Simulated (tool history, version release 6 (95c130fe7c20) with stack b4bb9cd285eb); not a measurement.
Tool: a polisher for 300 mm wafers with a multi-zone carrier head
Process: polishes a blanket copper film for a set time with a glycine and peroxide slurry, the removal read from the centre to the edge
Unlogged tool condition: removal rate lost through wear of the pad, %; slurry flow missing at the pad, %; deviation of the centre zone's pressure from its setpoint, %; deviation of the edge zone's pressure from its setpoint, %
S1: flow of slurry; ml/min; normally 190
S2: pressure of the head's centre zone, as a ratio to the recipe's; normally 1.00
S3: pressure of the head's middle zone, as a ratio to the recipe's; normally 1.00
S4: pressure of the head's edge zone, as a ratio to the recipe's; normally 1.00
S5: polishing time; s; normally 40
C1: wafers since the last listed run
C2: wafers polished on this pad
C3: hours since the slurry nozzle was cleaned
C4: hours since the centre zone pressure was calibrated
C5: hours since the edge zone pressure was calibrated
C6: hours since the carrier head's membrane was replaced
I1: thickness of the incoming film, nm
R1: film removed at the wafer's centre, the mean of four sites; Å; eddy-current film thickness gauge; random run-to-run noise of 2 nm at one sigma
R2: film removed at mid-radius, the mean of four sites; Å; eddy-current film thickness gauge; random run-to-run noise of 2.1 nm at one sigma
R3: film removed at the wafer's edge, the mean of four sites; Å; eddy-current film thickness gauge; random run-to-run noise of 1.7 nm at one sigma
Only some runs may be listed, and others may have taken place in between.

Run 1, hour 0.0: usual settings; C1 0; C2 7540; C3 403.4; C4 154.5; C5 1187.4; C6 150.4; I1 1533.6. Result: R1 1411 Å, R2 1377 Å, R3 1427 Å.
At hour 30.4: worn pad replaced by a new one.
Run 2, hour 48.0: usual settings; C1 540; C2 215; C3 451.4; C4 202.5; C5 1235.4; C6 198.4; I1 1549.7. Result: R1 1397 Å, R2 1402 Å, R3 1404 Å.
At hour 115.6: edge zone pressure recalibrated.
Run 3, hour 126.7: usual settings but S1 235 ml/min, S4 1.04; C1 941; C2 1157; C3 530.1; C4 281.2; C5 11.1; C6 277.1; I1 1535.9. Result: R1 1475 Å, R2 1460 Å, R3 1508 Å.
Run 4, hour 214.2: usual settings but S2 0.94, S5 36 s; C1 1074; C2 2231; C3 617.6; C4 368.7; C5 98.6; C6 364.6; I1 1557.8. Result: R1 1186 Å, R2 1208 Å, R3 1255 Å.
At hour 240.1: slurry nozzle cleaned.
Run 5, hour 296.4: usual settings but S2 0.91, S3 1.05, S4 1.06; C1 996; C2 3228; C3 56.3; C4 450.9; C5 180.8; C6 446.8; I1 1540.6. Result: R1 1374 Å, R2 1516 Å, R3 1491 Å.
At hour 341.9: centre zone pressure recalibrated.
Run 6, hour 402.3: usual settings but S1 240 ml/min, S2 0.93, S3 0.94, S5 47 s; C1 1275; C2 4503; C3 162.2; C4 60.4; C5 286.7; C6 552.7; I1 1534.6. Result: R1 1642 Å, R2 1684 Å, R3 1767 Å.
Run 7, hour 478.8: usual settings but S1 165 ml/min, S2 1.05; C1 939; C2 5442; C3 238.7; C4 136.9; C5 363.2; C6 629.2; I1 1524.7. Result: R1 1506 Å, R2 1361 Å, R3 1434 Å.
Run 8, hour 549.4: usual settings but S5 47 s; C1 866; C2 6309; C3 309.3; C4 207.5; C5 433.8; C6 699.8; I1 1551.0. Result: R1 1654 Å, R2 1648 Å, R3 1692 Å.
Run 9, hour 619.6: usual settings; C1 861; C2 7171; C3 379.5; C4 277.7; C5 504.0; C6 770.0; I1 1540.1. Result: R1 1410 Å, R2 1360 Å, R3 1436 Å.
At hour 632.3: worn pad replaced by a new one.
Run 10, hour 669.9: usual settings but S2 1.08, S5 32 s; C1 568; C2 461; C3 429.8; C4 328.0; C5 554.3; C6 820.3; I1 1520.2. Result: R1 1229 Å, R2 1140 Å, R3 1172 Å.
Run 11, hour 729.8: usual settings; C1 735; C2 1196; C3 489.7; C4 387.9; C5 614.2; C6 880.2; I1 1525.7. Result: R1 1447 Å, R2 1360 Å, R3 1436 Å.
Run 12, hour 773.7: usual settings but S4 0.94; C1 538; C2 1735; C3 533.6; C4 431.8; C5 658.1; C6 924.1; I1 1569.7. Result: R1 1442 Å, R2 1408 Å, R3 1400 Å.
At hour 820.1: slurry nozzle cleaned.
At hour 833.5: carrier head's membrane replaced by a new one.
Run 13, hour 851.9: usual settings but S3 0.95, S5 45 s; C1 886; C2 2621; C3 31.8; C4 510.0; C5 736.3; C6 18.4; I1 1534.3. Result: R1 1650 Å, R2 1587 Å, R3 1672 Å.
Run 14, hour 895.0: usual settings; C1 529; C2 3150; C3 74.9; C4 553.1; C5 779.4; C6 61.5; I1 1518.9. Result: R1 1489 Å, R2 1465 Å, R3 1444 Å.
At hour 954.7: centre zone pressure recalibrated.
Run 15, hour 979.0: usual settings but S1 220 ml/min, S2 1.11, S3 0.91, S4 0.95; C1 1006; C2 4157; C3 158.9; C4 24.3; C5 863.4; C6 145.5; I1 1520.2. Result: R1 1665 Å, R2 1354 Å, R3 1447 Å.
Run 16, hour 1073.8: usual settings but S1 170 ml/min, S5 31 s; C1 1163; C2 5321; C3 253.7; C4 119.1; C5 958.2; C6 240.3; I1 1529.8. Result: R1 1101 Å, R2 1049 Å, R3 1119 Å.
Run 17, hour 1129.4: usual settings but S2 1.07, S4 1.10; C1 682; C2 6003; C3 309.3; C4 174.7; C5 1013.8; C6 295.9; I1 1551.9. Result: R1 1522 Å, R2 1415 Å, R3 1464 Å.
At hour 1172.7: worn pad replaced by a new one.
Run 18, hour 1222.4: usual settings but S1 250 ml/min, S2 0.96, S3 0.93, S4 1.07; C1 1092; C2 610; C3 402.3; C4 267.7; C5 1106.8; C6 388.9; I1 1534.5. Result: R1 1448 Å, R2 1395 Å, R3 1530 Å.
Run 19, hour 1314.3: usual settings; C1 1128; C2 1738; C3 494.2; C4 359.6; C5 1198.7; C6 480.8; I1 1530.7. Result: R1 1423 Å, R2 1420 Å, R3 1402 Å.
Run 20, hour 1372.8: usual settings but S1 150 ml/min, S4 0.94, S5 34 s; C1 718; C2 2456; C3 552.7; C4 418.1; C5 1257.2; C6 539.3; I1 1546.4. Result: R1 1108 Å, R2 1083 Å, R3 1114 Å.
At hour 1457.1: slurry nozzle cleaned.
Run 21, hour 1475.9: usual settings; C1 1253; C2 3709; C3 18.8; C4 521.2; C5 1360.3; C6 642.4; I1 1519.6. Result: R1 1509 Å, R2 1475 Å, R3 1452 Å.
At hour 1531.6: centre zone pressure recalibrated.
Run 22, hour 1550.6: usual settings; C1 892; C2 4602; C3 93.5; C4 19.0; C5 1435.0; C6 717.1; I1 1552.1. Result: R1 1470 Å, R2 1474 Å, R3 1446 Å.

What if the next run were any one of these 4? Each begins from the tool's condition after run 22:
Run A, hour 1551.0: usual settings; C1 4; C2 4606; C3 93.9; C4 19.4; C5 1435.4; C6 717.5; I1 1540.6. Result: R1 ?, R2 ?, R3 ?.
Run B, hour 1551.0: usual settings but S1 155 ml/min, S3 1.06, S4 1.03, S5 30 s; C1 4; C2 4606; C3 93.9; C4 19.4; C5 1435.4; C6 717.5; I1 1540.6. Result: R1 ?, R2 ?, R3 ?.
Run C, hour 1551.0: usual settings but S1 150 ml/min; C1 4; C2 4606; C3 93.9; C4 19.4; C5 1435.4; C6 717.5; I1 1540.6. Result: R1 ?, R2 ?, R3 ?.
Run D, hour 1551.0: usual settings but S2 0.97, S3 1.08, S4 0.90, S5 52 s; C1 4; C2 4606; C3 93.9; C4 19.4; C5 1435.4; C6 717.5; I1 1540.6. Result: R1 ?, R2 ?, R3 ?.

run    R1    R2    R3
  A  1464  1486  1462
  B  1045  1120  1073
  C  1379  1410  1408
  D  1847  2063  1825
With the hidden condition removed and each run's random variation left untouched, the same runs would have given:
run    R1    R2    R3
  A  1504  1522  1488
  B  1080  1154  1097
  C  1429  1454  1439
  D  1897  2113  1858
